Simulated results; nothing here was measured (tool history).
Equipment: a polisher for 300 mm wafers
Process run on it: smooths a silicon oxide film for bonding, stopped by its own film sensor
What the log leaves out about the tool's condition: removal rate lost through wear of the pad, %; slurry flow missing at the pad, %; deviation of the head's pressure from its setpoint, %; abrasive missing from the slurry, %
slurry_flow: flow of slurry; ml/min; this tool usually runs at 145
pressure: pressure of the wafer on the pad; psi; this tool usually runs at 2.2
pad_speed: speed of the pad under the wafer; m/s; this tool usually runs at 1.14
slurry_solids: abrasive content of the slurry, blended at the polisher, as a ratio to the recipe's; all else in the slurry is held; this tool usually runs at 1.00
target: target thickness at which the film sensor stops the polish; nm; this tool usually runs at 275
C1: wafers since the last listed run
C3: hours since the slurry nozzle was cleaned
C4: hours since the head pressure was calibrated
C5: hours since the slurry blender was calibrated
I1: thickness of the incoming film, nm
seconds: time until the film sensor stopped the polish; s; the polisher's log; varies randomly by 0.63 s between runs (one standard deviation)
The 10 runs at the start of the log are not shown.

{"run": 11, "hour": 853.2, "slurry_flow": 145, "pressure": 2.2, "pad_speed": 1.04, "slurry_solids": 1.0, "target": 282, "C1": 736, "wafers polished on this pad": 3684, "C3": 255.0, "C4": 333.1, "C5": 620.1, "I1": 320.2, "seconds": 52.4}
{"run": 12, "hour": 909.1, "slurry_flow": 145, "pressure": 2.2, "pad_speed": 1.14, "slurry_solids": 1.0, "target": 287, "C1": 699, "wafers polished on this pad": 4383, "C3": 310.9, "C4": 389.0, "C5": 676.0, "I1": 321.7, "seconds": 44.8}
{"hour": 925.4, "done": "slurry blender recalibrated"}
{"run": 13, "hour": 1025.1, "slurry_flow": 180, "pressure": 1.9, "pad_speed": 1.14, "slurry_solids": 0.8, "target": 283, "C1": 1426, "wafers polished on this pad": 5810, "C3": 426.9, "C4": 505.0, "C5": 99.7, "I1": 325.1, "seconds": 68.6}
{"run": 14, "hour": 1105.1, "slurry_flow": 145, "pressure": 2.2, "pad_speed": 1.14, "slurry_solids": 1.0, "target": 275, "C1": 1001, "wafers polished on this pad": 6812, "C3": 506.9, "C4": 585.0, "C5": 179.7, "I1": 319.7, "seconds": 57.7}
{"hour": 1175.2, "done": "slurry nozzle cleaned"}
{"run": 15, "hour": 1201.6, "slurry_flow": 145, "pressure": 2.2, "pad_speed": 1.32, "slurry_solids": 0.75, "target": 282, "C1": 1195, "wafers polished on this pad": 8007, "C3": 26.4, "C4": 681.5, "C5": 276.2, "I1": 319.9, "seconds": 53.3}
{"hour": 1211.2, "done": "head pressure recalibrated"}
{"hour": 1260.4, "done": "worn pad replaced by a new one"}
{"run": 16, "hour": 1297.7, "slurry_flow": 180, "pressure": 2.2, "pad_speed": 1.14, "slurry_solids": 1.0, "target": 275, "C1": 1127, "wafers polished on this pad": 467, "C3": 122.5, "C4": 86.5, "C5": 372.3, "I1": 316.3, "seconds": 48.7}
{"run": 17, "hour": 1339.7, "slurry_flow": 145, "pressure": 2.2, "pad_speed": 1.14, "slurry_solids": 1.0, "target": 275, "C1": 525, "wafers polished on this pad": 992, "C3": 164.5, "C4": 128.5, "C5": 414.3, "I1": 323.4, "seconds": 59.6}
{"run": 18, "hour": 1444.1, "slurry_flow": 145, "pressure": 2.2, "pad_speed": 1.14, "slurry_solids": 1.0, "target": 275, "C1": 1306, "wafers polished on this pad": 2299, "C3": 268.9, "C4": 232.9, "C5": 518.7, "I1": 318.2, "seconds": 53.8}
{"run": 19, "hour": 1486.2, "slurry_flow": 145, "pressure": 2.2, "pad_speed": 0.76, "slurry_solids": 1.0, "target": 288, "C1": 526, "wafers polished on this pad": 2826, "C3": 311.0, "C4": 275.0, "C5": 560.8, "I1": 314.9, "seconds": 40.3}
{"hour": 1504.2, "done": "slurry blender recalibrated"}
{"run": 20, "hour": 1571.2, "slurry_flow": 145, "pressure": 2.2, "pad_speed": 1.14, "slurry_solids": 1.0, "target": 261, "C1": 1038, "wafers polished on this pad": 3865, "C3": 396.0, "C4": 360.0, "C5": 67.0, "I1": 322.0, "seconds": 77.7}
{"run": 21, "hour": 1678.3, "slurry_flow": 145, "pressure": 2.2, "pad_speed": 0.74, "slurry_solids": 1.0, "target": 275, "C1": 1340, "wafers polished on this pad": 5206, "C3": 503.1, "C4": 467.1, "C5": 174.1, "I1": 318.9, "seconds": 66.4}
{"hour": 1731.0, "done": "slurry nozzle cleaned"}
{"run": 22, "hour": 1774.2, "slurry_flow": 170, "pressure": 2.2, "pad_speed": 1.14, "slurry_solids": 1.0, "target": 275, "C1": 1187, "wafers polished on this pad": 6394, "C3": 43.2, "C4": 563.0, "C5": 270.0, "I1": 318.5, "seconds": 55.4}
{"hour": 1810.8, "done": "head pressure recalibrated"}
{"run": 23, "hour": 1867.1, "slurry_flow": 160, "pressure": 1.5, "pad_speed": 1.14, "slurry_solids": 1.0, "target": 275, "C1": 1137, "wafers polished on this pad": 7531, "C3": 136.1, "C4": 56.3, "C5": 362.9, "I1": 324.4, "seconds": 85.0}
{"run": 24, "hour": 1920.5, "slurry_flow": 145, "pressure": 2.2, "pad_speed": 1.26, "slurry_solids": 1.0, "target": 286, "C1": 668, "wafers polished on this pad": 8200, "C3": 189.5, "C4": 109.7, "C5": 416.3, "I1": 323.4, "seconds": 44.1}
{"hour": 1971.6, "done": "worn pad replaced by a new one"}
{"run": 25, "hour": 2020.5, "slurry_flow": 145, "pressure": 2.5, "pad_speed": 1.14, "slurry_solids": 1.0, "target": 275, "C1": 1201, "wafers polished on this pad": 612, "C3": 289.5, "C4": 209.7, "C5": 516.3, "I1": 321.0, "seconds": 51.1}
{"run": 26, "hour": 2063.3, "slurry_flow": 175, "pressure": 2.2, "pad_speed": 1.28, "slurry_solids": 1.0, "target": 275, "C1": 535, "wafers polished on this pad": 1147, "C3": 332.3, "C4": 252.5, "C5": 559.1, "I1": 319.6, "seconds": 51.9}
{"hour": 2128.6, "done": "slurry blender recalibrated"}
{"run": 27, "hour": 2139.1, "slurry_flow": 145, "pressure": 2.2, "pad_speed": 1.14, "slurry_solids": 1.0, "target": 275, "C1": 923, "wafers polished on this pad": 2071, "C3": 408.1, "C4": 328.3, "C5": 10.5, "I1": 319.2, "seconds": 57.4}
{"run": 28, "hour": 2226.4, "slurry_flow": 145, "pressure": 1.6, "pad_speed": 1.14, "slurry_solids": 1.0, "target": 275, "C1": 1092, "wafers polished on this pad": 3164, "C3": 495.4, "C4": 415.6, "C5": 97.8, "I1": 318.6, "seconds": 77.4}
{"run": 29, "hour": 2300.7, "slurry_flow": 145, "pressure": 2.5, "pad_speed": 1.14, "slurry_solids": 1.0, "target": 275, "C1": 930, "wafers polished on this pad": 4094, "C3": 569.7, "C4": 489.9, "C5": 172.1, "I1": 318.1, "seconds": 48.4}
{"hour": 2380.7, "done": "slurry nozzle cleaned"}
{"run": 30, "hour": 2381.9, "slurry_flow": 185, "pressure": 2.2, "pad_speed": 1.14, "slurry_solids": 1.1, "target": 275, "C1": 1003, "wafers polished on this pad": 5098, "C3": 1.2, "C4": 571.1, "C5": 253.3, "I1": 322.5, "seconds": 57.4}

What if the next run were any one of these 3? Each begins from the tool's condition after run 30:
{"run": "A", "hour": 2382.3, "slurry_flow": 145, "pressure": 2.2, "pad_speed": 1.14, "slurry_solids": 1.0, "target": 275, "C1": 5, "wafers polished on this pad": 5103, "C3": 1.6, "C4": 571.5, "C5": 253.7, "I1": 318.9, "seconds": "?"}
{"run": "B", "hour": 2382.3, "slurry_flow": 175, "pressure": 2.2, "pad_speed": 1.14, "slurry_solids": 1.0, "target": 275, "C1": 5, "wafers polished on this pad": 5103, "C3": 1.6, "C4": 571.5, "C5": 253.7, "I1": 318.9, "seconds": "?"}
{"run": "C", "hour": 2382.3, "slurry_flow": 145, "pressure": 2.2, "pad_speed": 1.14, "slurry_solids": 1.0, "target": 283, "C1": 5, "wafers polished on this pad": 5103, "C3": 1.6, "C4": 571.5, "C5": 253.7, "I1": 318.9, "seconds": "?"}

run=A seconds=57.9
run=B seconds=56.0
run=C seconds=47.4
What these runs would have given with no unlogged condition in the tool:
run=A seconds=51.8
run=B seconds=50.1
run=C seconds=42.3
